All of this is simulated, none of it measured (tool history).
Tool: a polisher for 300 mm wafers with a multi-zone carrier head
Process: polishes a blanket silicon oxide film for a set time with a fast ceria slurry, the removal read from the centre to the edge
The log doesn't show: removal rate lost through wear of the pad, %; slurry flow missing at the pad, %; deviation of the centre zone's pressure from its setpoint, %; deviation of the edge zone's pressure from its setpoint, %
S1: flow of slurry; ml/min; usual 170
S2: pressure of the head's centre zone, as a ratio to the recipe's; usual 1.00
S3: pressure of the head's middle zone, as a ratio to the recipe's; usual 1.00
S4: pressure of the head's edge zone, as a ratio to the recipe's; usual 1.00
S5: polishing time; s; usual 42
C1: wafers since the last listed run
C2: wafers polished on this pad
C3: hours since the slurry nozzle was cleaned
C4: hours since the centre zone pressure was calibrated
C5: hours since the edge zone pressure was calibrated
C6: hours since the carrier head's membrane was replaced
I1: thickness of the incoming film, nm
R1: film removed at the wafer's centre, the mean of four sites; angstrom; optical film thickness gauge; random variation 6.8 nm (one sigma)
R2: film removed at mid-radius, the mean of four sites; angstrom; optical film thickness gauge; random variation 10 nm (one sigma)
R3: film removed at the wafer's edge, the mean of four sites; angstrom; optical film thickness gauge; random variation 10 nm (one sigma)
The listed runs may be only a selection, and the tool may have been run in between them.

run	day	S1	S2	S3	S4	S5	C1	C2	C3	C4	C5	C6	I1	R1	R2	R3
1	0.000	170	1.00	1.00	1.00	42	0	1488	78.8	37.3	395.6	1120.1	2150.8	8738	9055	8916
2	5.954	170	1.00	1.00	1.00	42	1622	3111	221.7	180.2	538.5	1263.0	2188.6	8406	8739	8501
3	8.596	170	1.00	1.00	1.00	42	719	3831	285.1	243.6	601.9	1326.4	2203.8	8134	8456	8379
# day 9.396: worn pad replaced by a new one
4	12.158	170	1.00	1.00	1.00	42	925	753	370.6	329.1	687.4	1411.9	2157.0	8657	8823	8954
# day 13.871: slurry nozzle cleaned
# day 13.962: centre zone pressure recalibrated
5	15.054	170	1.00	1.00	1.00	42	755	1508	28.4	26.2	756.9	1481.4	2182.1	8977	9229	9052
6	18.454	170	1.00	1.00	1.00	42	926	2434	110.0	107.8	838.5	1563.0	2170.0	8658	8858	8565
7	21.996	170	1.00	1.00	1.00	42	965	3399	195.0	192.8	923.5	1648.0	2149.7	8409	8839	8481
# day 23.133: edge zone pressure recalibrated
# day 23.421: carrier head's membrane replaced by a new one
# day 23.762: worn pad replaced by a new one
8	23.812	170	1.00	1.00	1.00	42	370	14	238.6	236.4	16.3	9.4	2167.9	8752	9033	8734
9	26.367	170	1.00	1.00	1.00	42	696	710	299.9	297.7	77.6	70.7	2144.8	8589	8836	8818
# day 28.962: centre zone pressure recalibrated
10	29.771	170	0.95	1.00	0.94	42	904	1614	381.6	19.4	159.3	152.4	2136.9	8092	8982	8475
11	31.638	205	1.00	1.00	0.95	42	508	2123	426.4	64.2	204.1	197.2	2150.1	8989	9350	8806
# day 32.804: slurry nozzle cleaned
12	33.396	170	1.07	1.00	1.00	42	467	2591	14.2	106.4	246.3	239.4	2183.6	9410	9167	8793
13	36.821	170	1.00	1.00	1.00	42	933	3524	96.4	188.6	328.5	321.6	2162.6	8552	8613	8459
# day 38.383: worn pad replaced by a new one
14	38.850	220	0.89	1.00	0.95	42	507	127	145.1	237.3	377.2	370.3	2132.4	8252	9559	9066
15	40.775	170	1.00	1.00	1.00	42	524	651	191.3	283.5	423.4	416.5	2157.2	8872	8875	8913
16	42.454	170	1.00	1.00	1.00	42	457	1109	231.6	323.8	463.7	456.8	2200.1	8741	9059	8874
# day 43.392: centre zone pressure recalibrated
17	45.550	170	1.00	1.00	0.94	42	820	1930	305.9	51.8	538.0	531.1	2146.8	8578	8686	8540
18	49.846	140	1.00	1.00	1.00	32	1170	3100	409.0	154.9	641.1	634.2	2192.3	6090	6303	6209
# day 50.442: slurry nozzle cleaned
19	53.946	200	1.11	1.00	0.90	35	1105	4206	84.1	253.3	739.5	732.6	2141.4	8016	7382	6881
# day 55.162: edge zone pressure recalibrated
# day 56.092: worn pad replaced by a new one
20	58.000	170	1.00	1.00	1.00	42	1036	520	181.4	350.6	68.1	829.9	2171.0	8759	8892	8843
# day 58.471: centre zone pressure recalibrated
21	61.492	200	1.11	1.00	0.90	35	928	1448	265.2	72.5	151.9	913.7	2117.3	8167	7604	6977
22	63.321	150	0.88	1.08	0.93	42	498	1947	309.1	116.4	195.8	957.6	2149.0	7194	9066	8149
# day 65.575: slurry nozzle cleaned
23	67.079	170	1.00	1.00	0.91	57	1012	2960	36.1	206.6	286.0	1047.8	2188.2	11845	12076	11499

Alternative continuations, all from the tool just after run 23; predict every row:
A	67.096	170	1.00	1.00	1.03	42	4	2964	36.5	207.0	286.4	1048.2	2169.6	?	?	?
B	67.096	170	1.12	1.00	1.11	42	4	2964	36.5	207.0	286.4	1048.2	2169.6	?	?	?
C	67.096	170	0.90	1.00	0.91	31	4	2964	36.5	207.0	286.4	1048.2	2169.6	?	?	?

run	R1	R2	R3
A	8709	8691	8632
B	9762	8685	8961
C	5780	6420	6007
Had the tool no hidden state, the same runs would have come out as:
run	R1	R2	R3
A	9231	9197	9099
B	10347	9190	9445
C	6127	6793	6332
